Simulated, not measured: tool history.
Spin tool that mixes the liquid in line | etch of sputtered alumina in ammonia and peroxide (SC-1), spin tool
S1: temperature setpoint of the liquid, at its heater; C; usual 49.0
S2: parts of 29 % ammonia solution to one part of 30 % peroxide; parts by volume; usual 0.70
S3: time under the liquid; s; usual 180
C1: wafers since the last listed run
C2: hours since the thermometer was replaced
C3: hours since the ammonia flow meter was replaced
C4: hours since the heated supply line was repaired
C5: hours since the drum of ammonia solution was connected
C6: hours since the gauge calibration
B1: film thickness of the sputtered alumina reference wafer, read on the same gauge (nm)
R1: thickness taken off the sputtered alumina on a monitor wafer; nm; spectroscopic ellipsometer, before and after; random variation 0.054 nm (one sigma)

run   hour    S1    S2   S3   C1      C2     C3      C4     C5     C6      B1     R1
  1    0.0  49.0  0.70  180    0  2585.5   34.4  1423.3  205.7  368.8  140.00   8.97
  2   27.7  49.0  0.90  180  217  2613.2   62.1  1451.0  233.4  396.5  140.00   9.15
  3   47.8  49.0  0.90  180  157  2633.3   82.2  1471.1  253.5  416.6  140.00   9.07
  4   60.4  49.0  0.90  180   98  2645.9   94.8  1483.7  266.1  429.2  140.02   9.22
  5   79.5  52.0  0.70  250  149  2665.0  113.9  1502.8  285.2  448.3  140.00  14.54
  6   97.2  52.0  0.70  250  138  2682.7  131.6  1520.5  302.9  466.0  140.00  14.49
  7  149.5  43.5  0.55  140  410  2735.0  183.9  1572.8  355.2  518.3  140.01   5.00
     158.9  -- heated supply line repaired
  8  170.0  42.5  0.70   75  152  2755.5  204.4    11.1  375.7  538.8  140.01   2.73
  9  193.4  49.0  0.35  180  183  2778.9  227.8    34.5  399.1  562.2  140.01   8.75
 10  216.2  42.5  0.70   75  178  2801.7  250.6    57.3  421.9  585.0  140.03   2.73
 11  230.8  53.5  0.50  180  114  2816.3  265.2    71.9  436.5  599.6  139.99  11.53
     240.1  -- gauge calibrated
     263.2  -- new drum of ammonia solution connected
     266.3  -- thermometer replaced
 12  266.8  49.0  0.50  180  266     0.5  301.2   107.9    3.6   26.7  140.00   7.91
 13  296.9  42.5  0.85  180  236    30.6  331.3   138.0   33.7   56.8  139.99   5.74
 14  345.9  49.0  0.70  180  384    79.6  380.3   187.0   82.7  105.8  139.99   8.18
 15  387.1  49.0  1.00  180  323   120.8  421.5   228.2  123.9  147.0  139.99   8.48
 16  401.3  45.0  0.85  130  111   135.0  435.7   242.4  138.1  161.2  140.02   4.77
 17  420.1  49.0  0.45  220  147   153.8  454.5   261.2  156.9  180.0  140.00   9.67
 18  433.8  42.5  0.70  180  107   167.5  468.2   274.9  170.6  193.7  139.99   5.58
 19  453.6  54.0  0.60  145  155   187.3  488.0   294.7  190.4  213.5  140.01   8.46
 20  468.9  49.0  0.70  180  120   202.6  503.3   310.0  205.7  228.8  140.01   8.25
 21  492.9  49.0  0.70  180  188   226.6  527.3   334.0  229.7  252.8  140.01   8.24
 22  508.3  54.0  0.60   95  120   242.0  542.7   349.4  245.1  268.2  139.99   5.65
 23  531.8  49.0  0.70  180  184   265.5  566.2   372.9  268.6  291.7  140.00   8.13
 24  554.6  49.0  0.35   95  178   288.3  589.0   395.7  291.4  314.5  140.01   4.02

5 ways to go on from here, each from the tool as it stands after run 24. What would each give?
  A  555.1  49.0  0.70  180   3  288.8  589.5  396.2  291.9  315.0   ?   ?
  B  555.1  49.0  0.70  215   3  288.8  589.5  396.2  291.9  315.0   ?   ?
  C  555.1  49.0  0.95   90   3  288.8  589.5  396.2  291.9  315.0   ?   ?
  D  555.1  57.0  0.55  115   3  288.8  589.5  396.2  291.9  315.0   ?   ?
  E  555.1  57.5  0.90  100   3  288.8  589.5  396.2  291.9  315.0   ?   ?

run      B1    R1
  A  140.01  8.33
  B  140.01  9.95
  C  140.01  4.29
  D  140.01  7.99
  E  140.01  7.48
Without the tool's hidden state the same runs would have given:
run    R1
  A  8.13
  B  9.71
  C  4.18
  D  7.81
  E  7.31
